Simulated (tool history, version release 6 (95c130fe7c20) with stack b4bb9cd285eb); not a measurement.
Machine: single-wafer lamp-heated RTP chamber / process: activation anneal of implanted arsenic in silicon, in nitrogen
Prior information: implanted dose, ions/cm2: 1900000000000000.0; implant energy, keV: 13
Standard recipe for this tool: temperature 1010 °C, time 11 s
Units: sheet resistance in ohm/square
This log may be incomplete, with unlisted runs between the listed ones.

| run | hour | temperature | time | wafers since the last listed run | wafers since the last pyrometer calibration | wafers since the reflector plate was cleaned | hours since the gauge calibration | read-back reference wafer on the same gauge, sheet resistance | sheet resistance |
|---|---|---|---|---|---|---|---|---|---|
| 1 | 0 | 1010 | 8 | 0 | 1763 | 7691 | 1095.4 | 150 | 129.4 |
| 2 | 47.7 | 1010 | 8 | 622 | 2386 | 8314 | 1143.1 | 149.98 | 128.65 |
| 3 | 84.5 | 1010 | 11 | 480 | 2866 | 8794 | 1179.9 | 150.06 | 121.1 |
| 4 | 142 | 1010 | 11 | 750 | 3616 | 9544 | 1237.4 | 149.9 | 121.51 |
| 5 | 178.4 | 1010 | 11 | 475 | 4091 | 10020 | 1273.8 | 149.94 | 120.41 |
|  | 187.1 | pyrometer window cleaned and pyrometer calibrated |
| 6 | 242.7 | 1010 | 11 | 734 | 726 | 10754 | 1338.1 | 149.99 | 124.16 |
| 7 | 289.3 | 1010 | 11 | 608 | 1334 | 11363 | 1384.7 | 149.97 | 123.05 |
| 8 | 356.5 | 1010 | 11 | 877 | 2211 | 12240 | 1451.9 | 149.87 | 121.15 |
|  | 418.6 | reflector plate cleaned |
| 9 | 472.3 | 1010 | 11 | 1406 | 3618 | 701 | 1567.7 | 150.18 | 120.72 |
|  | 484.1 | pyrometer window cleaned and pyrometer calibrated |
| 10 | 506.9 | 1010 | 11 | 347 | 297 | 1048 | 1602.3 | 149.93 | 125.57 |
| 11 | 555.1 | 1010 | 11 | 629 | 926 | 1677 | 1650.5 | 149.79 | 123.64 |
|  | 588.2 | gauge calibrated |
| 12 | 614.2 | 1010 | 11 | 771 | 1697 | 2449 | 26 | 150.16 | 123.24 |
| 13 | 642.9 | 1010 | 15 | 374 | 2072 | 2823 | 54.7 | 150.13 | 115.14 |
| 14 | 674.7 | 1002 | 11 | 415 | 2487 | 3238 | 86.5 | 150.3 | 127.17 |
|  | 803 | pyrometer window cleaned and pyrometer calibrated |
| 15 | 882.2 | 999 | 15 | 2603 | 1033 | 5842 | 294 | 149.93 | 124.08 |
| 16 | 938.2 | 1026 | 11 | 730 | 1764 | 6573 | 350 | 149.89 | 111.47 |
| 17 | 967.1 | 1039 | 16 | 377 | 2141 | 6950 | 378.9 | 150.04 | 94.84 |
| 18 | 1036.6 | 1010 | 11 | 907 | 3048 | 7857 | 448.4 | 149.82 | 121.35 |
|  | 1098.9 | pyrometer window cleaned and pyrometer calibrated |
| 19 | 1102.3 | 993 | 7 | 753 | 44 | 8610 | 514.1 | 150.2 | 147.68 |
| 20 | 1167.2 | 1010 | 11 | 847 | 891 | 9457 | 579 | 150.15 | 123.65 |
| 21 | 1206 | 1034 | 5 | 506 | 1397 | 9964 | 617.8 | 149.95 | 125.13 |
| 22 | 1235.2 | 1010 | 11 | 381 | 1779 | 10345 | 647 | 150.05 | 122.6 |
| 23 | 1301.6 | 1018 | 5 | 866 | 2645 | 11211 | 713.4 | 150.03 | 133.66 |
|  | 1347.4 | reflector plate cleaned |
| 24 | 1370.8 | 998 | 14 | 798 | 3444 | 305 | 782.6 | 149.92 | 123.55 |

Forecast each of these 4 alternatives for the next run:
| A | 1371.2 | 1010 | 11 | 5 | 3449 | 310 | 783 | ? | ? |
| B | 1371.2 | 1026 | 5 | 5 | 3449 | 310 | 783 | ? | ? |
| C | 1371.2 | 1032 | 13 | 5 | 3449 | 310 | 783 | ? | ? |
| D | 1371.2 | 1010 | 16 | 5 | 3449 | 310 | 783 | ? | ? |

| run | read-back reference wafer on the same gauge, sheet resistance | sheet resistance |
|---|---|---|
| A | 150.03 | 121.3 |
| B | 150.03 | 128.5 |
| C | 150.03 | 103.13 |
| D | 150.03 | 112.41 |
Stripped of hidden state, with their random variation kept, the same runs would have yielded:
| run | sheet resistance |
|---|---|
| A | 128.01 |
| B | 134.59 |
| C | 109.13 |
| D | 119.17 |
